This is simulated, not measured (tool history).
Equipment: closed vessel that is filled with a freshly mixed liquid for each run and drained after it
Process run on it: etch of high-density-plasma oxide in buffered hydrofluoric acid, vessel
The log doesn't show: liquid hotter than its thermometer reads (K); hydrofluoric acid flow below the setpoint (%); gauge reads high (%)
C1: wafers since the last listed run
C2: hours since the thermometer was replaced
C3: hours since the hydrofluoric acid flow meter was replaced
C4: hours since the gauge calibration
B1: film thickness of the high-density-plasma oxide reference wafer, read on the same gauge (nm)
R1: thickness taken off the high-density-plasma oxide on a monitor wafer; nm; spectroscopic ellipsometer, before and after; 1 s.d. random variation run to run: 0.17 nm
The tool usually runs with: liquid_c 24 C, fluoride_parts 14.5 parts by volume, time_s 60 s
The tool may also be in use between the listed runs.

{"run": 1, "hour": 0.0, "liquid_c": 24, "fluoride_parts": 14.5, "time_s": 60, "C1": 0, "C2": 1614.9, "C3": 1288.4, "C4": 87.4, "B1": 150, "R1": 48.6}
{"run": 2, "hour": 7.8, "liquid_c": 24, "fluoride_parts": 14.5, "time_s": 60, "C1": 958, "C2": 1622.7, "C3": 1296.2, "C4": 95.2, "B1": 150.02, "R1": 48.38}
{"run": 3, "hour": 14.8, "liquid_c": 24, "fluoride_parts": 14.5, "time_s": 60, "C1": 859, "C2": 1629.7, "C3": 1303.2, "C4": 102.2, "B1": 149.98, "R1": 48.4}
{"run": 4, "hour": 32.1, "liquid_c": 24, "fluoride_parts": 14.5, "time_s": 40, "C1": 2125, "C2": 1647, "C3": 1320.5, "C4": 119.5, "B1": 149.99, "R1": 32.08}
{"run": 5, "hour": 46.3, "liquid_c": 27, "fluoride_parts": 14.5, "time_s": 80, "C1": 1744, "C2": 1661.2, "C3": 1334.7, "C4": 133.7, "B1": 149.99, "R1": 75.67}
{"run": 6, "hour": 58.5, "liquid_c": 24, "fluoride_parts": 14.5, "time_s": 60, "C1": 1498, "C2": 1673.4, "C3": 1346.9, "C4": 145.9, "B1": 149.99, "R1": 48.56}
{"run": 7, "hour": 66.4, "liquid_c": 24, "fluoride_parts": 14.5, "time_s": 60, "C1": 970, "C2": 1681.3, "C3": 1354.8, "C4": 153.8, "B1": 150.02, "R1": 48.2}
{"run": 8, "hour": 82.9, "liquid_c": 24, "fluoride_parts": 14.5, "time_s": 75, "C1": 2027, "C2": 1697.8, "C3": 1371.3, "C4": 170.3, "B1": 149.99, "R1": 60.38}
{"run": 9, "hour": 92.9, "liquid_c": 24, "fluoride_parts": 14.5, "time_s": 75, "C1": 1228, "C2": 1707.8, "C3": 1381.3, "C4": 180.3, "B1": 149.98, "R1": 60.71}
{"hour": 103.0, "done": "hydrofluoric acid flow meter replaced"}
{"run": 10, "hour": 103.5, "liquid_c": 24, "fluoride_parts": 14.5, "time_s": 60, "C1": 1179, "C2": 1718.4, "C3": 0.5, "C4": 190.9, "B1": 149.99, "R1": 54.73}
{"run": 11, "hour": 116.7, "liquid_c": 24, "fluoride_parts": 12.5, "time_s": 70, "C1": 1621, "C2": 1731.6, "C3": 13.7, "C4": 204.1, "B1": 150.02, "R1": 73.74}
{"hour": 131.7, "done": "thermometer replaced"}
{"run": 12, "hour": 132.2, "liquid_c": 21.5, "fluoride_parts": 11, "time_s": 60, "C1": 1781, "C2": 0.5, "C3": 29.2, "C4": 219.6, "B1": 149.98, "R1": 55.03}
{"hour": 137.7, "done": "gauge calibrated"}
{"run": 13, "hour": 138.1, "liquid_c": 25.5, "fluoride_parts": 14.5, "time_s": 45, "C1": 724, "C2": 6.4, "C3": 35.1, "C4": 0.4, "B1": 150.02, "R1": 38.98}
{"run": 14, "hour": 152.1, "liquid_c": 29, "fluoride_parts": 12.5, "time_s": 60, "C1": 1719, "C2": 20.4, "C3": 49.1, "C4": 14.4, "B1": 150.02, "R1": 72.49}
{"run": 15, "hour": 158.5, "liquid_c": 24, "fluoride_parts": 12.5, "time_s": 60, "C1": 786, "C2": 26.8, "C3": 55.5, "C4": 20.8, "B1": 149.97, "R1": 55.75}
{"run": 16, "hour": 171.9, "liquid_c": 24, "fluoride_parts": 14.5, "time_s": 60, "C1": 1646, "C2": 40.2, "C3": 68.9, "C4": 34.2, "B1": 150.03, "R1": 48.21}
{"run": 17, "hour": 182.0, "liquid_c": 22.5, "fluoride_parts": 11.5, "time_s": 60, "C1": 1240, "C2": 50.3, "C3": 79, "C4": 44.3, "B1": 149.95, "R1": 55.19}
{"run": 18, "hour": 192.7, "liquid_c": 24, "fluoride_parts": 14.5, "time_s": 85, "C1": 1314, "C2": 61, "C3": 89.7, "C4": 55, "B1": 150.01, "R1": 67.85}
{"run": 19, "hour": 202.5, "liquid_c": 24, "fluoride_parts": 14.5, "time_s": 60, "C1": 1203, "C2": 70.8, "C3": 99.5, "C4": 64.8, "B1": 149.98, "R1": 48.12}

How the hidden state differs across the entries between the runs, from the last listed run before each to the first after it:
From run 9 to run 10: hydrofluoric acid flow meter replaced (hour 103)
  liquid hotter than its thermometer reads (K): 2.76 -> 2.78; hydrofluoric acid flow below the setpoint (%): 12.5 -> 0.718
  measured value less the no-hidden-state value, R1: +1.12 -> +7.31 nm
From run 11 to run 12: thermometer replaced (hour 131.7)
  liquid hotter than its thermometer reads (K): 2.8 -> 0.437; hydrofluoric acid flow below the setpoint (%): 0.833 -> 0.968
  measured value less the no-hidden-state value, R1: +9.84 -> +0.81 nm
From run 12 to run 13: gauge calibrated (hour 137.7)
  liquid hotter than its thermometer reads (K): 0.437 -> 0.446; hydrofluoric acid flow below the setpoint (%): 0.968 -> 1.02
  measured value less the no-hidden-state value, R1: +0.81 -> +0.55 nm
